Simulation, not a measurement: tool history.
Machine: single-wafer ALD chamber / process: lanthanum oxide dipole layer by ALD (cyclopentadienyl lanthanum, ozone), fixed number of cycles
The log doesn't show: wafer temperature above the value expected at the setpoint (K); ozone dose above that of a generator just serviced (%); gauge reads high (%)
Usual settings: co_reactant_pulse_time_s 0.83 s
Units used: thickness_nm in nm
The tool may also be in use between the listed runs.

run,hour,co_reactant_pulse_time_s,wafers since the last listed run,hours since the last thermocouple change,hours since the last ozone generator service,hours since the showerhead was replaced,hours since the gauge calibration,"read-back reference wafer on the same gauge, thickness_nm",thickness_nm
1,0,0.83,0,1095.7,505.8,2832.9,300.1,0.525,0.485
2,39,0.83,1073,1134.7,544.8,2871.9,339.1,0.525,0.485
3,71.7,0.83,900,1167.4,577.5,2904.6,371.8,0.525,0.486
4,106.9,0.83,969,1202.6,612.7,2939.8,407,0.525,0.482
5,155.5,0.83,1338,1251.2,661.3,2988.4,455.6,0.525,0.482
6,199.8,0.83,1219,1295.5,705.6,3032.7,499.9,0.525,0.484
# hour 353.6: gauge calibrated
7,369.9,0.83,4684,1465.6,875.7,3202.8,16.3,0.525,0.482
8,435,0.83,1792,1530.7,940.8,3267.9,81.4,0.525,0.478
9,501.3,0.83,1825,1597,1007.1,3334.2,147.7,0.525,0.479
10,536.4,0.83,966,1632.1,1042.2,3369.3,182.8,0.525,0.477
# hour 580.3: thermocouple changed; heater temperature recalibrated
11,603.3,1.04,1621,23,1109.1,3436.2,249.7,0.526,0.521
12,629.9,1.03,732,49.6,1135.7,3462.8,276.3,0.525,0.518
13,697,0.83,1847,116.7,1202.8,3529.9,343.4,0.525,0.476
# hour 709.6: showerhead replaced
14,754.3,1.12,1357,174,1260.1,44.7,400.7,0.526,0.533
# hour 769: ozone generator serviced
15,822.1,1.11,1646,241.8,53.1,112.5,468.5,0.526,0.546
16,852.1,0.92,826,271.8,83.1,142.5,498.5,0.525,0.512
17,883.9,0.53,875,303.6,114.9,174.3,530.3,0.525,0.385
18,934.6,0.83,1396,354.3,165.6,225,581,0.524,0.489
# hour 967.1: gauge calibrated
19,1038.9,0.67,2872,458.6,269.9,329.3,71.8,0.525,0.439
20,1109,0.62,1930,528.7,340,399.4,141.9,0.525,0.422

What if the next run were any one of these 4? Each begins from the tool's condition after run 20:
A,1109.4,0.94,11,529.1,340.4,399.8,142.3,?,?
B,1109.4,0.61,11,529.1,340.4,399.8,142.3,?,?
C,1109.4,1.01,11,529.1,340.4,399.8,142.3,?,?
D,1109.4,0.97,11,529.1,340.4,399.8,142.3,?,?

run,"read-back reference wafer on the same gauge, thickness_nm",thickness_nm
A,0.526,0.513
B,0.526,0.417
C,0.526,0.526
D,0.526,0.519
With the hidden condition removed and each run's random variation left untouched, the same runs would have given:
run,thickness_nm
A,0.52
B,0.425
C,0.533
D,0.525
